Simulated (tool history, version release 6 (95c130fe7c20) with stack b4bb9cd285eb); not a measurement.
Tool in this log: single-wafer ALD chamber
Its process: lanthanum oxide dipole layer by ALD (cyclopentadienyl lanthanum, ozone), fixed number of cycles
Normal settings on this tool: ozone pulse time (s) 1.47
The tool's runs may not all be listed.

run     day  ozone pulse time (s)  read-back reference wafer on the same gauge, thickness_nm  mean film thickness on the monitor wafer (nm)
  1   0.000                  1.47                                                      0.594                                          0.494
  2   7.575                  1.47                                                      0.594                                          0.492
  3   9.021                  1.47                                                      0.594                                          0.486
  4  11.421                  1.47                                                      0.594                                          0.486
  5  14.004                  1.47                                                      0.594                                          0.485
  6  16.212                  1.68                                                      0.593                                          0.507
  7  17.388                  1.68                                                      0.595                                          0.512
  8  18.554                  1.47                                                      0.594                                          0.499
  9  19.829                  1.47                                                      0.594                                          0.499
 10  21.538                  1.47                                                      0.595                                          0.497
 11  24.417                  1.47                                                      0.595                                          0.496
 12  27.062                  1.47                                                      0.594                                          0.496
 13  28.200                  1.92                                                      0.594                                          0.506
 14  29.921                  1.15                                                      0.594                                          0.473
 15  36.008                  1.47                                                      0.594                                          0.492
 16  37.629                  1.14                                                      0.594                                          0.468
 17  39.796                  1.47                                                      0.594                                          0.496
 18  40.962                  1.94                                                      0.594                                          0.503
 19  43.400                  0.92                                                      0.594                                          0.441
 20  45.254                  1.32                                                      0.595                                          0.481
 21  46.467                  1.47                                                      0.594                                          0.484
 22  49.183                  1.47                                                      0.594                                          0.483
 23  51.254                  1.30                                                      0.594                                          0.469
 24  53.833                  1.47                                                      0.594                                          0.479
 25  54.988                  1.47                                                      0.594                                          0.482
 26  56.383                  1.06                                                      0.594                                          0.445
 27  58.396                  1.24                                                      0.594                                          0.458
 28  61.171                  1.62                                                      0.594                                          0.503
 29  63.296                  2.03                                                      0.593                                          0.515
 30  66.146                  0.98                                                      0.593                                          0.463
 31  69.867                  1.47                                                      0.594                                          0.497
 32  72.829                  1.47                                                      0.594                                          0.501
 33  80.696                  1.47                                                      0.595                                          0.492
 34  81.971                  1.76                                                      0.595                                          0.501

Taken out of this log: 6 entries between the listed runs. Where each belongs, and how the hidden state differs across it:
Run 1 -> run 2: gauge calibrated (day 3.783)
  ozone dose above that of a generator just serviced (%): -14.3 -> -19
  the result without the hidden state subtracted from the measured one, mean film thickness on the monitor wafer (nm): -0.012 -> -0.016
Run 5 -> run 6: ozone generator serviced (day 16.050)
  ozone dose above that of a generator just serviced (%): -23 -> -0.511
  the result without the hidden state subtracted from the measured one, mean film thickness on the monitor wafer (nm): -0.020 -> -0.001
Run 16 -> run 17: showerhead replaced (day 38.025)
  ozone dose above that of a generator just serviced (%): -13.8 -> -15.1
  the result without the hidden state subtracted from the measured one, mean film thickness on the monitor wafer (nm): -0.014 -> -0.012
Run 19 -> run 20: thermocouple changed; heater temperature recalibrated (day 44.008)
  ozone dose above that of a generator just serviced (%): -17.3 -> -18.5
  the result without the hidden state subtracted from the measured one, mean film thickness on the monitor wafer (nm): -0.022 -> -0.017
Run 23 -> run 24: gauge calibrated (day 52.338)
  ozone dose above that of a generator just serviced (%): -22.2 -> -23.8
  the result without the hidden state subtracted from the measured one, mean film thickness on the monitor wafer (nm): -0.022 -> -0.021
Run 27 -> run 28: ozone generator serviced (day 60.729)
  ozone dose above that of a generator just serviced (%): -26.6 -> -2.11
  the result without the hidden state subtracted from the measured one, mean film thickness on the monitor wafer (nm): -0.029 -> -0.001
